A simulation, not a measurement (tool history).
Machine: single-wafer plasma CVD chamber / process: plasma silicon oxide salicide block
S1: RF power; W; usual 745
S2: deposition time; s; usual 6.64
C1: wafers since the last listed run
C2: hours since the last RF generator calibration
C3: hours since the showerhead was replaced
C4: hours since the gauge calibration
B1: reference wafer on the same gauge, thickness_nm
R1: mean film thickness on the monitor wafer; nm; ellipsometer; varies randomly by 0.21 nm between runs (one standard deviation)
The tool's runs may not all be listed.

run,day,S1,S2,C1,C2,C3,C4,B1,R1
1,0,745,6.64,0,111.8,2731,252,60.565,65.203
2,0.679,745,6.64,884,128.1,2747.3,268.3,60.63,65.253
3,1.429,745,6.64,976,146.1,2765.3,286.3,60.57,65.113
4,2.446,745,6.64,1324,170.5,2789.7,310.7,60.538,65.256
5,3.633,745,6.64,1546,199,2818.2,339.2,60.549,65.071
6,4.388,745,6.32,982,217.1,2836.3,357.3,60.564,62.091
7,5.667,745,6.32,1665,247.8,2867,388,60.68,62.1
8,6.946,745,6.64,1665,278.5,2897.7,418.7,60.631,65.122
9,7.471,745,6.64,683,291.1,2910.3,431.3,60.669,65.162
10,8.433,745,6.64,1253,314.2,2933.4,454.4,60.696,65.008
11,9.029,640,6.64,775,328.5,2947.7,468.7,60.532,62.656
12,10.342,640,6.64,1709,360,2979.2,500.2,60.572,62.911
13,11.65,640,6.64,1703,391.4,3010.6,531.6,60.58,62.808
14,12.629,745,7.31,1275,414.9,3034.1,555.1,60.514,71.91
15,14.067,745,6.64,1872,449.4,3068.6,589.6,60.591,65.097
16,14.658,745,6.64,770,463.6,3082.8,603.8,60.621,65.028
# day 15.471: showerhead replaced
17,15.95,745,6.64,1248,494.6,11.5,634.8,60.543,65.053
18,16.971,745,6.64,1329,519.1,36,659.3,60.592,65.45
19,18.025,745,6.64,1372,544.4,61.3,684.6,60.602,64.996
20,19.05,745,6.64,1334,569,85.9,709.2,60.668,65.01
21,19.954,745,6.64,1177,590.7,107.6,730.9,60.586,65.403
22,21.212,745,6.64,1638,620.9,137.8,761.1,60.577,65.426
23,21.942,820,5.49,949,638.4,155.3,778.6,60.623,55.217
24,23.217,635,6.64,1660,669,185.9,809.2,60.58,62.847
25,23.854,815,7.5,830,684.3,201.2,824.5,60.584,74.76
26,25.004,745,6.64,1497,711.9,228.8,852.1,60.486,64.811
27,26.396,745,6.15,1812,745.3,262.2,885.5,60.58,60.064
# day 26.558: gauge calibrated
28,27.429,745,6.64,1345,770.1,287,20.9,60.534,64.858
29,28.112,815,6.17,889,786.5,303.4,37.3,60.643,61.845
30,29.221,815,7.5,1443,813.1,330,63.9,60.638,74.871
# day 30.933: RF generator calibrated
31,30.954,745,6.64,1823,0.5,371.6,105.5,60.577,65.194
32,31.596,785,5.78,835,15.9,387,120.9,60.612,57.273
33,32.371,745,6.64,1009,34.5,405.6,139.5,60.687,65.216
34,33.375,785,7.12,1307,58.6,429.7,163.6,60.525,70.624
35,34.142,745,6.64,998,77,448.1,182,60.639,65.36
36,35.567,885,7.78,1855,111.2,482.3,216.2,60.587,79.698
37,36.5,635,7.01,1215,133.6,504.7,238.6,60.574,66.372
38,37.162,815,7.5,862,149.5,520.6,254.5,60.673,74.964
39,37.708,640,6.97,710,162.6,533.7,267.6,60.627,65.777
40,38.833,840,7.33,1465,189.6,560.7,294.6,60.648,73.974
41,39.675,695,5.79,1096,209.8,580.9,314.8,60.553,55.968
42,40.438,630,7.94,993,228.1,599.2,333.1,60.665,75.293
43,44.7,860,5.72,5551,330.4,701.5,435.4,60.586,58.279
44,45.392,745,6.64,900,347,718.1,452,60.592,64.902
45,46.104,825,7.9,927,364.1,735.2,469.1,60.553,79.699

Below are 3 alternative next runs, each starting from the tool's condition after run 45. Predict each:
A,46.121,745,6.64,21,364.5,735.6,469.5,?,?
B,46.121,880,5.46,21,364.5,735.6,469.5,?,?
C,46.121,875,6.64,21,364.5,735.6,469.5,?,?

run,B1,R1
A,60.612,64.971
B,60.612,55.561
C,60.612,67.477
Without the tool's hidden state the same runs would have given:
run,R1
A,64.971
B,55.561
C,67.477
